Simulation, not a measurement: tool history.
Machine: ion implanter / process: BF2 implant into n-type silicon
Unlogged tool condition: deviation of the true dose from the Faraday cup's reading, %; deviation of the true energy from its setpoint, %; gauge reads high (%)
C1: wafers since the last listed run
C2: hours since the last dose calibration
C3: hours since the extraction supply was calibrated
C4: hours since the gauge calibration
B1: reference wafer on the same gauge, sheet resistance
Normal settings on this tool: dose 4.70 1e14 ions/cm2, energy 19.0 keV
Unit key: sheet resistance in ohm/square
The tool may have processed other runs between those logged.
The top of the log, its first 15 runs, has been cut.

run 16 hour=193.6 | dose=5.46 energy=14.0 | C1=470 C2=33.5 C3=6158.7 C4=68.7 | B1=234.95 | sheet_resistance=273.36
run 17 hour=202.7 | dose=4.70 energy=19.0 | C1=250 C2=42.6 C3=6167.8 C4=77.8 | B1=235.06 | sheet_resistance=267.48
run 18 hour=212.5 | dose=4.70 energy=19.0 | C1=269 C2=52.4 C3=6177.6 C4=87.6 | B1=235.01 | sheet_resistance=268.11
run 19 hour=229.6 | dose=5.18 energy=14.0 | C1=470 C2=69.5 C3=6194.7 C4=104.7 | B1=234.93 | sheet_resistance=279.29
run 20 hour=244.1 | dose=4.70 energy=12.5 | C1=399 C2=84.0 C3=6209.2 C4=119.2 | B1=234.95 | sheet_resistance=304.22
run 21 hour=260.2 | dose=3.89 energy=13.0 | C1=443 C2=100.1 C3=6225.3 C4=135.3 | B1=234.87 | sheet_resistance=330.61
run 22 hour=275.1 | dose=5.69 energy=23.5 | C1=410 C2=115.0 C3=6240.2 C4=150.2 | B1=235.00 | sheet_resistance=225.87
run 23 hour=291.2 | dose=4.70 energy=22.5 | C1=443 C2=131.1 C3=6256.3 C4=166.3 | B1=235.02 | sheet_resistance=255.90
run 24 hour=336.2 | dose=5.55 energy=23.5 | C1=1238 C2=176.1 C3=6301.3 C4=211.3 | B1=235.00 | sheet_resistance=228.35
run 25 hour=343.5 | dose=5.81 energy=22.0 | C1=200 C2=183.4 C3=6308.6 C4=218.6 | B1=235.02 | sheet_resistance=227.01
run 26 hour=349.6 | dose=3.94 energy=23.5 | C1=167 C2=189.5 C3=6314.7 C4=224.7 | B1=235.00 | sheet_resistance=287.17
-- hour=362.9 extraction supply calibrated
run 27 hour=363.4 | dose=4.70 energy=19.0 | C1=159 C2=203.3 C3=0.5 C4=238.5 | B1=235.05 | sheet_resistance=267.47
run 28 hour=376.2 | dose=5.23 energy=25.0 | C1=352 C2=216.1 C3=13.3 C4=251.3 | B1=234.95 | sheet_resistance=232.64
run 29 hour=382.7 | dose=4.70 energy=19.0 | C1=178 C2=222.6 C3=19.8 C4=257.8 | B1=235.12 | sheet_resistance=266.67
run 30 hour=399.4 | dose=5.28 energy=12.5 | C1=459 C2=239.3 C3=36.5 C4=274.5 | B1=235.03 | sheet_resistance=289.45
run 31 hour=415.7 | dose=4.70 energy=19.0 | C1=448 C2=255.6 C3=52.8 C4=290.8 | B1=235.08 | sheet_resistance=266.56
run 32 hour=425.5 | dose=5.79 energy=23.5 | C1=269 C2=265.4 C3=62.6 C4=300.6 | B1=235.05 | sheet_resistance=223.01
run 33 hour=441.0 | dose=3.93 energy=22.5 | C1=426 C2=280.9 C3=78.1 C4=316.1 | B1=234.94 | sheet_resistance=288.15
run 34 hour=456.7 | dose=4.70 energy=14.0 | C1=432 C2=296.6 C3=93.8 C4=331.8 | B1=234.92 | sheet_resistance=292.05
run 35 hour=466.0 | dose=4.70 energy=19.0 | C1=256 C2=305.9 C3=103.1 C4=341.1 | B1=234.94 | sheet_resistance=267.13
run 36 hour=482.7 | dose=4.70 energy=22.0 | C1=459 C2=322.6 C3=119.8 C4=357.8 | B1=234.94 | sheet_resistance=257.44
run 37 hour=495.1 | dose=4.70 energy=14.5 | C1=341 C2=335.0 C3=132.2 C4=370.2 | B1=235.08 | sheet_resistance=288.16

Here are 4 independent what-if runs from the current tool condition. What would each one return?
run A hour=495.5 | dose=4.70 energy=16.0 | C1=11 C2=335.4 C3=132.6 C4=370.6 | B1=? | sheet_resistance=?
run B hour=495.5 | dose=4.32 energy=23.5 | C1=11 C2=335.4 C3=132.6 C4=370.6 | B1=? | sheet_resistance=?
run C hour=495.5 | dose=5.53 energy=19.0 | C1=11 C2=335.4 C3=132.6 C4=370.6 | B1=? | sheet_resistance=?
run D hour=495.5 | dose=5.50 energy=14.5 | C1=11 C2=335.4 C3=132.6 C4=370.6 | B1=? | sheet_resistance=?

run=A B1=235.00 sheet_resistance=280.69
run=B B1=235.00 sheet_resistance=268.52
run=C B1=235.00 sheet_resistance=245.20
run=D B1=235.00 sheet_resistance=269.49
Stripped of hidden state, with their random variation kept, the same runs would have yielded:
run=A sheet_resistance=280.69
run=B sheet_resistance=268.52
run=C sheet_resistance=245.20
run=D sheet_resistance=269.49

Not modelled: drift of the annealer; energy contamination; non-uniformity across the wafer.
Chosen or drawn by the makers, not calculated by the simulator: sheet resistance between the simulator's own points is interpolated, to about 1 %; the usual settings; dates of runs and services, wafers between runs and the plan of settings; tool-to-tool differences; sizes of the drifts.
